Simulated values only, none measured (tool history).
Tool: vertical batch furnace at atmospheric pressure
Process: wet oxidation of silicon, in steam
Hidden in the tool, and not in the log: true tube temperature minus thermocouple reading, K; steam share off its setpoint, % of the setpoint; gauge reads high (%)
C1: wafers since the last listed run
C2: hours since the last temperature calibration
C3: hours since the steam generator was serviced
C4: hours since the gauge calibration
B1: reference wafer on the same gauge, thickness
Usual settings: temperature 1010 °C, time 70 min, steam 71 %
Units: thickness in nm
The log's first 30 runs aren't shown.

run 31 hour=2579.9 | temperature=1025 time=40 steam=78 | C1=1103 C2=567.7 C3=1409.5 C4=1449.4 | B1=422.26 | thickness=352.52
run 32 hour=2640.7 | temperature=1010 time=70 steam=71 | C1=744 C2=628.5 C3=1470.3 C4=1510.2 | B1=422.03 | thickness=431.73
run 33 hour=2717 | temperature=1010 time=70 steam=71 | C1=934 C2=704.8 C3=1546.6 C4=1586.5 | B1=421.66 | thickness=433.4
run 34 hour=2799 | temperature=1010 time=42.5 steam=71 | C1=1004 C2=786.8 C3=1628.6 C4=1668.5 | B1=422.39 | thickness=308.11
-- hour=2874.4 steam generator serviced
run 35 hour=2874.9 | temperature=1010 time=98 steam=71 | C1=635 C2=862.7 C3=0.5 C4=1744.4 | B1=422.74 | thickness=542
run 36 hour=2940.1 | temperature=1010 time=50 steam=71 | C1=798 C2=927.9 C3=65.7 C4=1809.6 | B1=421.83 | thickness=343.13
run 37 hour=3000.3 | temperature=1010 time=90 steam=78 | C1=737 C2=988.1 C3=125.9 C4=1869.8 | B1=421.74 | thickness=548.55
run 38 hour=3083 | temperature=1010 time=70 steam=77 | C1=1013 C2=1070.8 C3=208.6 C4=1952.5 | B1=422.5 | thickness=461.25

Forecast each of these 4 alternatives for the next run:
run A hour=3087.4 | temperature=1010 time=79.5 steam=71 | C1=53 C2=1075.2 C3=213 C4=1956.9 | B1=? | thickness=?
run B hour=3087.4 | temperature=1019 time=93.5 steam=65 | C1=53 C2=1075.2 C3=213 C4=1956.9 | B1=? | thickness=?
run C hour=3087.4 | temperature=992 time=102.5 steam=66 | C1=53 C2=1075.2 C3=213 C4=1956.9 | B1=? | thickness=?
run D hour=3087.4 | temperature=1031 time=49.5 steam=71 | C1=53 C2=1075.2 C3=213 C4=1956.9 | B1=? | thickness=?

run=A B1=422.06 thickness=476.48
run=B B1=422.06 thickness=529.28
run=C B1=422.06 thickness=475.24
run=D B1=422.06 thickness=400.39
Without the tool's hidden state the same runs would have given:
run=A thickness=469.11
run=B thickness=521.71
run=C thickness=467.32
run=D thickness=394.33
